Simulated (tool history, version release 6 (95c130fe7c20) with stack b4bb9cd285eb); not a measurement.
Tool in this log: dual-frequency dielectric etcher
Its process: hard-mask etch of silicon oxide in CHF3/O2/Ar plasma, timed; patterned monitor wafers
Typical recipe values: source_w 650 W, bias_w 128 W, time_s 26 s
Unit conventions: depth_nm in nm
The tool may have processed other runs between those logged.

run    hour  source_w  bias_w  time_s  wafers since the last listed run  hours since the last wet clean  hours since the last source power generator calibration  hours since the last bias power generator calibration  hours since the last upper electrode change  hours since the gauge calibration  read-back reference wafer on the same gauge, depth_nm  depth_nm
  1       0       540     128      26                                 0                           365.5                                                   2240.5                                                 1437.7                                       2656.9                             2346.7                                                  42.27     43.48
  2    58.9       650     128      26                              1081                           424.4                                                   2299.4                                                 1496.6                                       2715.8                             2405.6                                                  42.29     45.23
      152.2  -- wet clean of the chamber
  3   152.7       650     128      26                              1281                             0.5                                                   2393.2                                                 1590.4                                       2809.6                             2499.4                                                  42.31     47.59
  4   208.4       650     128      26                              1022                            56.2                                                   2448.9                                                 1646.1                                       2865.3                             2555.1                                                  42.28     47.32
  5   319.2       650     128      26                              2033                             167                                                   2559.7                                                 1756.9                                       2976.1                             2665.9                                                  42.29     47.05
  6   366.7       650     128      26                               871                           214.5                                                   2607.2                                                 1804.4                                       3023.6                             2713.4                                                  42.33     47.13
  7   453.4       650     128      22                              1591                           301.2                                                   2693.9                                                 1891.1                                       3110.3                             2800.1                                                  42.28     39.14
  8   540.5       650     128      26                              1598                           388.3                                                     2781                                                 1978.2                                       3197.4                             2887.2                                                  42.35     45.67
      557.3  -- gauge calibrated
      703.2  -- source power generator calibrated
      781.7  -- wet clean of the chamber
  9   856.2       720     146      26                              5280                            74.5                                                      153                                                 2293.9                                       3513.1                              298.9                                                  42.32     51.32
      899.3  -- bias power generator calibrated
 10   936.5       520     128      26                              1400                           154.8                                                    233.3                                                   37.2                                       3593.4                              379.2                                                  42.35     43.56
 11   980.6       520     128      26                               809                           198.9                                                    277.4                                                   81.3                                       3637.5                              423.3                                                  42.28      43.5
 12  1074.4       650     128      31                              1721                           292.7                                                    371.2                                                  175.1                                       3731.3                              517.1                                                   42.3     54.77
 13  1122.2       570     154      26                               877                           340.5                                                      419                                                  222.9                                       3779.1                              564.9                                                  42.31     46.65
 14  1212.1       650     128      26                              1650                           430.4                                                    508.9                                                  312.8                                         3869                              654.8                                                  42.34     45.64
 15  1273.2       750     107      26                              1121                           491.5                                                      570                                                  373.9                                       3930.1                              715.9                                                  42.31      44.9
     1330.7  -- wet clean of the chamber
 16  1331.2       650     156    20.5                               624                             0.5                                                      628                                                  431.9                                       3988.1                              773.9                                                  42.26     39.82
     1435.3  -- upper electrode replaced
 17  1435.8       540     144    22.5                              1479                           105.1                                                    732.6                                                  536.5                                          0.5                              878.5                                                  42.33     39.93
 18  1513.2       700     107    19.5                              1420                           182.5                                                      810                                                  613.9                                         77.9                              955.9                                                  42.25     33.44
 19  1561.3       530     128    21.5                               882                           230.6                                                    858.1                                                    662                                          126                               1004                                                  42.33      35.7
 20  1652.5       650     102      21                              1674                           321.8                                                    949.3                                                  753.2                                        217.2                             1095.2                                                  42.31     34.37
 21  1755.7       700     158    21.5                              1894                             425                                                   1052.5                                                  856.4                                        320.4                             1198.4                                                  42.31     41.31
     1813.3  -- wet clean of the chamber
 22  1830.4       720     128      24                               930                            17.1                                                   1127.2                                                  931.1                                        395.1                             1273.1                                                  42.32     45.74
 23  1920.4       650     128    28.5                              1652                           107.1                                                   1217.2                                                 1021.1                                        485.1                             1363.1                                                  42.25      52.1
 24  2008.3       780     128      18                              1613                             195                                                   1305.1                                                   1109                                          573                               1451                                                  42.32     34.66
 25  2093.1       610     128      26                              1556                           279.8                                                   1389.9                                                 1193.8                                        657.8                             1535.8                                                  42.26     45.41
 26  2137.4       650     128      26                               813                           324.1                                                   1434.2                                                 1238.1                                        702.1                             1580.1                                                   42.3     46.45
 27  2207.9       550      98      20                              1294                           394.6                                                   1504.7                                                 1308.6                                        772.6                             1650.6                                                  42.32     30.77
 28  2265.9       740     128      26                              1064                           452.6                                                   1562.7                                                 1366.6                                        830.6                             1708.6                                                  42.31        48
       2408  -- wet clean of the chamber
 29  2414.1       490     128      22                              2279                             6.1                                                   1710.9                                                 1514.8                                        978.8                             1856.8                                                   42.3     36.45
 30  2483.2       650     128      26                              1268                            75.2                                                     1780                                                 1583.9                                       1047.9                             1925.9                                                   42.3     47.03

3 options for the next run, each taken on its own from the tool as it stands now. Forecast them:
  A  2483.6       650     128      26                                 7                            75.6                                                   1780.4                                                 1584.3                                       1048.3                             1926.3                                                      ?         ?
  B  2483.6       760     145    23.5                                 7                            75.6                                                   1780.4                                                 1584.3                                       1048.3                             1926.3                                                      ?         ?
  C  2483.6       700     150      32                                 7                            75.6                                                   1780.4                                                 1584.3                                       1048.3                             1926.3                                                      ?         ?

run  read-back reference wafer on the same gauge, depth_nm  depth_nm
  A                                                  42.33     46.82
  B                                                  42.33     46.59
  C                                                  42.33     62.42
Stripped of hidden state, with their random variation kept, the same runs would have yielded:
run  depth_nm
  A     47.38
  B     47.15
  C     63.17
